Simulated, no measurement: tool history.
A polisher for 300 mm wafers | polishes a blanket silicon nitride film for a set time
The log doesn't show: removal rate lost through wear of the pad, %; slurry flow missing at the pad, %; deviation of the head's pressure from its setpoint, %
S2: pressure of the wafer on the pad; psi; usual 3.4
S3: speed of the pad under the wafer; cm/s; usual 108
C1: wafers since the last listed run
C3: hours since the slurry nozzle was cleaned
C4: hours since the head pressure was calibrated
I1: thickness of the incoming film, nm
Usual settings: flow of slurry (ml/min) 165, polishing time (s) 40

{"run": 1, "hour": 0.0, "flow of slurry (ml/min)": 165, "S2": 3.4, "S3": 108, "polishing time (s)": 40, "C1": 0, "wafers polished on this pad": 502, "C3": 337.2, "C4": 622.1, "I1": 596.4, "film removed (Å)": 805}
{"run": 2, "hour": 33.6, "flow of slurry (ml/min)": 165, "S2": 3.4, "S3": 108, "polishing time (s)": 40, "C1": 494, "wafers polished on this pad": 996, "C3": 370.8, "C4": 655.7, "I1": 607.2, "film removed (Å)": 824}
{"run": 3, "hour": 61.2, "flow of slurry (ml/min)": 165, "S2": 3.4, "S3": 108, "polishing time (s)": 40, "C1": 406, "wafers polished on this pad": 1403, "C3": 398.4, "C4": 683.3, "I1": 598.3, "film removed (Å)": 806}
{"hour": 86.3, "done": "slurry nozzle cleaned"}
{"run": 4, "hour": 105.8, "flow of slurry (ml/min)": 165, "S2": 3.4, "S3": 108, "polishing time (s)": 40, "C1": 641, "wafers polished on this pad": 2045, "C3": 19.5, "C4": 727.9, "I1": 588.3, "film removed (Å)": 834}
{"hour": 118.5, "done": "worn pad replaced by a new one"}
{"run": 5, "hour": 124.7, "flow of slurry (ml/min)": 165, "S2": 3.4, "S3": 108, "polishing time (s)": 40, "C1": 219, "wafers polished on this pad": 90, "C3": 38.4, "C4": 746.8, "I1": 603.9, "film removed (Å)": 852}
{"run": 6, "hour": 146.9, "flow of slurry (ml/min)": 165, "S2": 2.7, "S3": 88, "polishing time (s)": 40, "C1": 326, "wafers polished on this pad": 417, "C3": 60.6, "C4": 769, "I1": 602.3, "film removed (Å)": 566}
{"run": 7, "hour": 159.5, "flow of slurry (ml/min)": 130, "S2": 3.4, "S3": 108, "polishing time (s)": 40, "C1": 185, "wafers polished on this pad": 602, "C3": 73.2, "C4": 781.6, "I1": 595.5, "film removed (Å)": 805}
{"run": 8, "hour": 194.9, "flow of slurry (ml/min)": 165, "S2": 3.4, "S3": 108, "polishing time (s)": 40, "C1": 521, "wafers polished on this pad": 1123, "C3": 108.6, "C4": 817, "I1": 608, "film removed (Å)": 835}
{"run": 9, "hour": 230.8, "flow of slurry (ml/min)": 165, "S2": 3.4, "S3": 108, "polishing time (s)": 40, "C1": 528, "wafers polished on this pad": 1652, "C3": 144.5, "C4": 852.9, "I1": 595.2, "film removed (Å)": 844}
{"run": 10, "hour": 250.8, "flow of slurry (ml/min)": 165, "S2": 3.4, "S3": 108, "polishing time (s)": 40, "C1": 294, "wafers polished on this pad": 1946, "C3": 164.5, "C4": 872.9, "I1": 611.2, "film removed (Å)": 821}
{"hour": 271.8, "done": "worn pad replaced by a new one"}
{"run": 11, "hour": 273.4, "flow of slurry (ml/min)": 165, "S2": 3.4, "S3": 108, "polishing time (s)": 40, "C1": 273, "wafers polished on this pad": 23, "C3": 187.1, "C4": 895.5, "I1": 596.7, "film removed (Å)": 812}
{"run": 12, "hour": 287.1, "flow of slurry (ml/min)": 165, "S2": 3.4, "S3": 108, "polishing time (s)": 40, "C1": 201, "wafers polished on this pad": 225, "C3": 200.8, "C4": 909.2, "I1": 602.3, "film removed (Å)": 835}
{"run": 13, "hour": 308.2, "flow of slurry (ml/min)": 165, "S2": 3.4, "S3": 108, "polishing time (s)": 40, "C1": 310, "wafers polished on this pad": 535, "C3": 221.9, "C4": 930.3, "I1": 602.8, "film removed (Å)": 840}
{"run": 14, "hour": 341.3, "flow of slurry (ml/min)": 165, "S2": 3.4, "S3": 108, "polishing time (s)": 40, "C1": 487, "wafers polished on this pad": 1023, "C3": 255, "C4": 963.4, "I1": 602.1, "film removed (Å)": 835}
{"run": 15, "hour": 364.6, "flow of slurry (ml/min)": 190, "S2": 3.4, "S3": 108, "polishing time (s)": 40, "C1": 342, "wafers polished on this pad": 1366, "C3": 278.3, "C4": 986.7, "I1": 600.6, "film removed (Å)": 837}
{"run": 16, "hour": 391.7, "flow of slurry (ml/min)": 165, "S2": 3.4, "S3": 108, "polishing time (s)": 40, "C1": 398, "wafers polished on this pad": 1765, "C3": 305.4, "C4": 1013.8, "I1": 595, "film removed (Å)": 822}
{"run": 17, "hour": 425.5, "flow of slurry (ml/min)": 165, "S2": 3.4, "S3": 108, "polishing time (s)": 40, "C1": 497, "wafers polished on this pad": 2262, "C3": 339.2, "C4": 1047.6, "I1": 595.5, "film removed (Å)": 813}
{"hour": 454.6, "done": "worn pad replaced by a new one"}
{"run": 18, "hour": 455.1, "flow of slurry (ml/min)": 220, "S2": 4, "S3": 122, "polishing time (s)": 52, "C1": 376, "wafers polished on this pad": 7, "C3": 368.8, "C4": 1077.2, "I1": 587.3, "film removed (Å)": 1409}
{"run": 19, "hour": 470.3, "flow of slurry (ml/min)": 165, "S2": 3.4, "S3": 108, "polishing time (s)": 40, "C1": 223, "wafers polished on this pad": 231, "C3": 384, "C4": 1092.4, "I1": 591, "film removed (Å)": 812}
{"run": 20, "hour": 502.3, "flow of slurry (ml/min)": 165, "S2": 3.4, "S3": 108, "polishing time (s)": 33, "C1": 471, "wafers polished on this pad": 702, "C3": 416, "C4": 1124.4, "I1": 593.3, "film removed (Å)": 658}
{"hour": 517.0, "done": "head pressure recalibrated"}
{"run": 21, "hour": 531.8, "flow of slurry (ml/min)": 165, "S2": 3.4, "S3": 108, "polishing time (s)": 40, "C1": 404, "wafers polished on this pad": 1107, "C3": 445.5, "C4": 14.8, "I1": 607.9, "film removed (Å)": 786}
{"hour": 538.4, "done": "slurry nozzle cleaned"}
{"run": 22, "hour": 550.0, "flow of slurry (ml/min)": 165, "S2": 3.4, "S3": 108, "polishing time (s)": 40, "C1": 253, "wafers polished on this pad": 1360, "C3": 11.6, "C4": 33, "I1": 608.6, "film removed (Å)": 745}
{"run": 23, "hour": 567.0, "flow of slurry (ml/min)": 130, "S2": 2.3, "S3": 126, "polishing time (s)": 36, "C1": 250, "wafers polished on this pad": 1610, "C3": 28.6, "C4": 50, "I1": 606.7, "film removed (Å)": 478}
{"run": 24, "hour": 592.2, "flow of slurry (ml/min)": 165, "S2": 3.4, "S3": 78, "polishing time (s)": 49, "C1": 370, "wafers polished on this pad": 1981, "C3": 53.8, "C4": 75.2, "I1": 600.5, "film removed (Å)": 707}
{"hour": 611.1, "done": "worn pad replaced by a new one"}
{"run": 25, "hour": 614.8, "flow of slurry (ml/min)": 165, "S2": 3.4, "S3": 108, "polishing time (s)": 40, "C1": 273, "wafers polished on this pad": 54, "C3": 76.4, "C4": 97.8, "I1": 601.6, "film removed (Å)": 737}
{"run": 26, "hour": 634.1, "flow of slurry (ml/min)": 205, "S2": 3.1, "S3": 96, "polishing time (s)": 52, "C1": 284, "wafers polished on this pad": 338, "C3": 95.7, "C4": 117.1, "I1": 598.5, "film removed (Å)": 849}
{"run": 27, "hour": 661.0, "flow of slurry (ml/min)": 215, "S2": 2.4, "S3": 108, "polishing time (s)": 53, "C1": 395, "wafers polished on this pad": 734, "C3": 122.6, "C4": 144, "I1": 606.8, "film removed (Å)": 735}
{"run": 28, "hour": 680.3, "flow of slurry (ml/min)": 165, "S2": 3.4, "S3": 108, "polishing time (s)": 40, "C1": 284, "wafers polished on this pad": 1018, "C3": 141.9, "C4": 163.3, "I1": 591.7, "film removed (Å)": 734}
{"run": 29, "hour": 713.7, "flow of slurry (ml/min)": 130, "S2": 3.9, "S3": 108, "polishing time (s)": 40, "C1": 491, "wafers polished on this pad": 1510, "C3": 175.3, "C4": 196.7, "I1": 604, "film removed (Å)": 757}
{"hour": 733.1, "done": "slurry nozzle cleaned, repeated, since the last time left the tool worse"}
{"run": 30, "hour": 741.7, "flow of slurry (ml/min)": 165, "S2": 3.4, "S3": 108, "polishing time (s)": 40, "C1": 397, "wafers polished on this pad": 1908, "C3": 8.6, "C4": 224.7, "I1": 591.9, "film removed (Å)": 832}

Forecast run 31:
{"hour": 768.8, "done": "worn pad replaced by a new one"}
{"run": 31, "hour": 772.4, "flow of slurry (ml/min)": 165, "S2": 2.2, "S3": 108, "polishing time (s)": 40, "C1": 393, "wafers polished on this pad": 53, "C3": 39.3, "C4": 255.4, "I1": 592.8, "film removed (Å)": "?"}

Run 31 gave film removed (Å) 551.
Without the tool's hidden state the same run would have given film removed (Å) 557.

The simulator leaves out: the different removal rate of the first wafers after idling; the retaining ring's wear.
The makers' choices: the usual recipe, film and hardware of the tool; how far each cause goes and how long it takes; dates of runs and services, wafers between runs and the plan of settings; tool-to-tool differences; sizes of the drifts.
